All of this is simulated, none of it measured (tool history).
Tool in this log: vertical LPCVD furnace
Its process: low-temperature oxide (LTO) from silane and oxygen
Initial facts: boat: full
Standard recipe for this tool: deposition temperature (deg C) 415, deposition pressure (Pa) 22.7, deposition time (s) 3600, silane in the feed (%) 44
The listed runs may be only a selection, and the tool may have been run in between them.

run   hour  deposition temperature (deg C)  deposition pressure (Pa)  deposition time (s)  silane in the feed (%)  wafers since the last listed run  hours since the last temperature calibration  hours since the pressure gauge was zeroed  hours since the silane flow controller was replaced  hours since the gauge calibration  read-back reference wafer on the same gauge, thickness  film thickness on the monitor wafer in the middle of the boat (nm)
  1      0                             415                      22.7                 3600                      44                                 0                                        3337.6                                     4338.9                                               4643.1                              184.6                                                  754.32                                                              653.32
  2   28.2                             415                      22.7                 3600                      44                               279                                        3365.8                                     4367.1                                               4671.3                              212.8                                                  754.14                                                              652.33
  3   56.7                             415                      22.7                 3600                      44                               282                                        3394.3                                     4395.6                                               4699.8                              241.3                                                  754.22                                                              651.89
  4   85.1                             415                      22.7                 3600                      44                               281                                        3422.7                                       4424                                               4728.2                              269.7                                                  754.46                                                               652.3
  5  105.2                             415                      22.7                 3600                      44                               199                                        3442.8                                     4444.1                                               4748.3                              289.8                                                  754.26                                                              651.94
     112.9  -- gauge calibrated
  6  128.2                             415                      22.7                 3600                      50                               227                                        3465.8                                     4467.1                                               4771.3                               15.3                                                  754.15                                                              729.98
     157.1  -- silane flow controller replaced
  7  157.6                             415                      22.7                 3600                      50                                53                                        3495.2                                     4496.5                                                  0.5                               44.7                                                  754.04                                                              731.53
  8  161.5                             408                      22.7                 3600                      44                                38                                        3499.1                                     4500.4                                                  4.4                               48.6                                                  753.29                                                              606.13
     207.4  -- pressure gauge zeroed
       210  -- thermocouples replaced and temperature profile calibrated
  9  210.5                             411                      22.7                 2790                      44                               222                                           0.5                                        3.1                                                 53.4                               97.6                                                  754.14                                                              486.11
 10  214.4                             410                        26                 3210                      50                                38                                           4.4                                          7                                                 57.3                              101.5                                                  753.77                                                              712.84
 11  226.9                             415                      22.7                 3060                      44                               123                                          16.9                                       19.5                                                 69.8                                114                                                  754.01                                                              554.13
 12  244.3                             415                      22.7                 3600                      44                               172                                          34.3                                       36.9                                                 87.2                              131.4                                                  754.59                                                              653.85
 13  256.5                             421                      22.7                 4170                      44                               120                                          46.5                                       49.1                                                 99.4                              143.6                                                  753.85                                                               804.2
 14  286.3                             415                      20.7                 3000                      49                               295                                          76.3                                       78.9                                                129.2                              173.4                                                   754.1                                                              546.18

Estimate the outcome of run 15 from the log above:
 15  305.7                             426                      19.3                 3150                      41                               192                                          95.7                                       98.3                                                148.6                              192.8                                                       ?                                                                   ?

Run 15 yielded read-back reference wafer on the same gauge, thickness 753.72, film thickness on the monitor wafer in the middle of the boat (nm) 505.19.
With the hidden condition absent and the run-to-run variation left alone, this run would have shown film thickness on the monitor wafer in the middle of the boat (nm) 505.19.
